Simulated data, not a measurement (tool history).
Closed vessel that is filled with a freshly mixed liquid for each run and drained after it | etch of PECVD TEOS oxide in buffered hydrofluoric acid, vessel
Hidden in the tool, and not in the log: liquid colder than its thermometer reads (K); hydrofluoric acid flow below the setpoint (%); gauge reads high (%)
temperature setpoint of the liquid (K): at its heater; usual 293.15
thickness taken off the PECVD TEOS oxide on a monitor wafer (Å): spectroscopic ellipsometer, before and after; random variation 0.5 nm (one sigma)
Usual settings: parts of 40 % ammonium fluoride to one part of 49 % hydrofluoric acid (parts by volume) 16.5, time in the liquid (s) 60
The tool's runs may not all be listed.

run,hour,temperature setpoint of the liquid (K),parts of 40 % ammonium fluoride to one part of 49 % hydrofluoric acid (parts by volume),time in the liquid (s),wafers since the last listed run,hours since the thermometer was replaced,hours since the hydrofluoric acid flow meter was replaced,hours since the gauge calibration,"read-back film thickness of the PECVD TEOS oxide reference wafer, read on the same gauge (nm)",thickness taken off the PECVD TEOS oxide on a monitor wafer (Å)
1,0.0,291.65,16.5,60,0,1458.8,2147.5,595.5,38.79,572.5
2,21.7,291.65,16.5,60,2582,1480.5,2169.2,617.2,38.81,575.6
3,44.7,293.15,16.5,60,2737,1503.5,2192.2,640.2,38.81,631.9
4,66.1,293.15,16.5,60,2546,1524.9,2213.6,661.6,38.76,628.0
5,93.0,293.15,16.5,60,3201,1551.8,2240.5,688.5,38.74,627.5
6,126.3,293.15,16.5,60,3963,1585.1,2273.8,721.8,38.74,626.4
7,147.8,293.15,16.5,60,2558,1606.6,2295.3,743.3,38.81,625.5
8,216.1,293.15,16.5,60,8128,1674.9,2363.6,811.6,38.74,624.2
9,249.4,293.15,15.0,60,3963,1708.2,2396.9,844.9,38.75,679.1
10,279.4,293.15,15.0,60,3570,1738.2,2426.9,874.9,38.72,683.8
11,292.5,293.15,15.0,60,1559,1751.3,2440.0,888.0,38.69,682.7
12,317.0,293.15,16.5,60,2915,1775.8,2464.5,912.5,38.69,629.1
13,334.5,293.15,16.5,60,2082,1793.3,2482.0,930.0,38.70,627.1
14,368.8,293.15,16.5,60,4082,1827.6,2516.3,964.3,38.69,615.9
15,399.6,297.15,14.0,30,3665,1858.4,2547.1,995.1,38.69,449.1
16,422.6,297.15,13.5,40,2737,1881.4,2570.1,1018.1,38.71,629.6
# hour 437.3: gauge calibrated
17,437.7,296.15,12.0,45,1797,1896.5,2585.2,0.4,39.78,771.7
18,462.0,294.65,16.5,60,2891,1920.8,2609.5,24.7,39.62,693.1
# hour 482.9: thermometer replaced
# hour 483.2: hydrofluoric acid flow meter replaced
19,493.1,297.65,16.5,45,3546,10.2,9.9,55.8,39.52,612.3
20,527.9,290.15,21.5,30,4141,45.0,44.7,90.6,39.37,210.9
21,544.1,293.15,16.5,45,1927,61.2,60.9,106.8,39.36,479.2
22,562.5,293.15,16.5,95,2189,79.6,79.3,125.2,39.25,1000.4
23,580.1,290.15,19.5,90,2094,97.2,96.9,142.8,39.26,673.8
24,598.2,293.15,16.5,60,2154,115.3,115.0,160.9,39.21,633.6
25,630.9,291.65,14.0,75,3891,148.0,147.7,193.6,39.18,843.5
26,647.3,295.65,13.0,45,1951,164.4,164.1,210.0,39.13,677.2
27,667.4,296.15,12.0,60,2392,184.5,184.2,230.1,39.05,1022.6
28,681.1,298.15,21.5,30,1630,198.2,197.9,243.8,38.99,326.0
29,715.9,293.15,10.5,60,4141,233.0,232.7,278.6,38.91,986.4
30,742.6,293.15,16.5,60,3177,259.7,259.4,305.3,38.86,633.8
31,772.6,293.15,16.5,60,3570,289.7,289.4,335.3,38.84,626.0
32,798.1,295.15,13.5,30,3034,315.2,314.9,360.8,38.80,428.9
33,829.3,293.15,16.5,60,3713,346.4,346.1,392.0,38.79,614.8

4 ways to go on from here, each from the tool as it stands after run 33. What would each give?
A,830.0,293.15,16.5,60,83,347.1,346.8,392.7,?,?
B,830.0,296.65,22.0,60,83,347.1,346.8,392.7,?,?
C,830.0,296.15,19.5,80,83,347.1,346.8,392.7,?,?
D,830.0,293.15,14.0,60,83,347.1,346.8,392.7,?,?

run,"read-back film thickness of the PECVD TEOS oxide reference wafer, read on the same gauge (nm)",thickness taken off the PECVD TEOS oxide on a monitor wafer (Å)
A,38.74,619.2
B,38.74,582.5
C,38.74,827.2
D,38.74,727.8
Without the tool's hidden state the same runs would have given:
run,thickness taken off the PECVD TEOS oxide on a monitor wafer (Å)
A,638.9
B,601.0
C,853.5
D,751.0

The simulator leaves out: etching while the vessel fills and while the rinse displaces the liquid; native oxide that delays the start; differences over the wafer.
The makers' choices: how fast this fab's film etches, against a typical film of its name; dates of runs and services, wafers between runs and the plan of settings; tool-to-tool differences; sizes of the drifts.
